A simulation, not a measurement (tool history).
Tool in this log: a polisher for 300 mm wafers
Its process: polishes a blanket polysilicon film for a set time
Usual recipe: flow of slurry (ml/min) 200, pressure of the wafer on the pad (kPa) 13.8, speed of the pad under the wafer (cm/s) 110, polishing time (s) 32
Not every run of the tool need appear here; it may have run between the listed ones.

run,hour,flow of slurry (ml/min),pressure of the wafer on the pad (kPa),speed of the pad under the wafer (cm/s),polishing time (s),wafers since the last listed run,wafers polished on this pad,hours since the slurry nozzle was cleaned,hours since the head pressure was calibrated,"incoming thickness of the incoming film, nm",film removed (nm)
1,0.0,235,13.8,110,32,0,331,221.0,164.2,2047.3,197.6
2,15.1,200,13.8,86,32,128,459,236.1,179.3,1991.3,161.5
3,37.9,200,13.8,86,32,193,653,258.9,202.1,2028.4,159.4
4,71.6,200,13.8,86,32,286,939,292.6,235.8,2035.6,159.8
5,95.3,200,13.8,110,32,201,1141,316.3,259.5,2032.2,189.2
6,108.7,200,13.8,110,32,113,1255,329.7,272.9,2042.3,189.8
7,135.2,200,13.8,110,32,225,1480,356.2,299.4,2036.9,189.3
8,169.4,200,13.8,110,32,290,1770,390.4,333.6,2037.2,186.2
# hour 182.2: worn pad replaced by a new one
9,190.3,200,13.8,110,32,143,68,411.3,354.5,2061.1,185.2
10,205.8,200,15.2,110,32,131,200,426.8,370.0,2043.6,207.6
11,239.8,200,15.2,110,32,288,489,460.8,404.0,2061.1,205.6
12,262.3,200,15.2,110,32,191,680,483.3,426.5,2038.9,200.6
# hour 270.6: head pressure recalibrated
13,288.1,200,13.8,110,32,202,883,509.1,17.5,2037.1,203.8
14,308.1,200,17.2,110,32,169,1053,529.1,37.5,2053.6,254.7
15,332.7,200,17.2,110,32,209,1262,553.7,62.1,2051.2,252.5
# hour 334.6: slurry nozzle cleaned
16,360.6,200,13.8,110,32,228,1490,26.0,90.0,2015.1,198.6
# hour 395.5: worn pad replaced by a new one
17,446.0,200,15.2,110,32,691,429,111.4,175.4,2055.7,215.9
18,470.5,250,17.2,88,41,208,637,135.9,199.9,2032.1,273.0
19,488.7,200,13.8,110,37,154,792,154.1,218.1,2031.2,226.3
20,506.6,200,17.2,110,32,152,944,172.0,236.0,2006.8,244.6
21,523.0,200,13.8,110,35,139,1083,188.4,252.4,2036.9,207.9
22,547.2,200,13.8,110,32,205,1289,212.6,276.6,2010.3,197.4
23,572.3,200,13.8,110,32,213,1502,237.7,301.7,2060.5,190.4
# hour 606.3: worn pad replaced by a new one
24,606.8,200,11.7,110,29,259,3,272.2,336.2,1996.9,146.0
25,623.6,245,9.7,110,32,142,146,289.0,353.0,2050.6,136.3
26,654.0,240,18.6,96,36,258,405,319.4,383.4,2003.1,264.9
27,680.6,200,13.8,110,32,226,631,346.0,410.0,2023.0,185.7
28,695.3,200,13.8,110,32,124,756,360.7,424.7,1989.0,186.9
29,723.2,200,13.8,84,32,237,993,388.6,452.6,2025.9,153.0
# hour 739.9: head pressure recalibrated
30,743.8,200,9.7,110,32,158,1151,409.2,3.9,2044.0,143.5
31,759.8,165,18.6,130,32,135,1287,425.2,19.9,2001.7,295.6
32,792.0,200,15.2,110,39,273,1560,457.4,52.1,2011.0,270.4
# hour 813.3: slurry nozzle cleaned
# hour 816.8: worn pad replaced by a new one
33,817.3,160,10.3,110,32,176,4,4.0,77.4,2061.5,142.9
34,842.5,200,11.0,92,39,214,218,29.2,102.6,1999.3,169.9
35,869.9,225,9.7,124,23,232,451,56.6,130.0,2050.3,109.0
36,890.9,200,13.8,110,32,178,629,77.6,151.0,2057.0,197.8
37,923.0,200,13.8,110,28,272,902,109.7,183.1,2030.5,169.4
38,1030.8,200,13.8,110,32,916,1818,217.5,290.9,2013.9,190.0

Hidden condition of the tool, last listed run before each entry between runs versus first listed run after:
Run 8 -> run 9: worn pad replaced by a new one (hour 182.2)
  deviation of the head's pressure from its setpoint, %: -6.64 -> -7.04
  measured result minus the result with no hidden state, film removed (nm): -13.3 -> -14.1
Run 12 -> run 13: head pressure recalibrated (hour 270.6)
  deviation of the head's pressure from its setpoint, %: -8.43 -> 0.796
  measured result minus the result with no hidden state, film removed (nm): -18.4 -> +1.7
Run 15 -> run 16: slurry nozzle cleaned (hour 334.6)
  deviation of the head's pressure from its setpoint, %: -0.0645 -> -0.603
  measured result minus the result with no hidden state, film removed (nm): -0.2 -> -1.2
Run 16 -> run 17: worn pad replaced by a new one (hour 395.5)
  deviation of the head's pressure from its setpoint, %: -0.603 -> -2.25
  measured result minus the result with no hidden state, film removed (nm): -1.2 -> -5.0
Run 23 -> run 24: worn pad replaced by a new one (hour 606.3)
  deviation of the head's pressure from its setpoint, %: -4.69 -> -5.35
  measured result minus the result with no hidden state, film removed (nm): -9.3 -> -8.2
Run 29 -> run 30: head pressure recalibrated (hour 739.9)
  deviation of the head's pressure from its setpoint, %: -7.6 -> 0.412
  measured result minus the result with no hidden state, film removed (nm): -12.6 -> +0.6
Run 32 -> run 33: slurry nozzle cleaned (hour 813.3); worn pad replaced by a new one (hour 816.8)
  deviation of the head's pressure from its setpoint, %: -0.518 -> -1.01
  measured result minus the result with no hidden state, film removed (nm): -1.4 -> -1.5
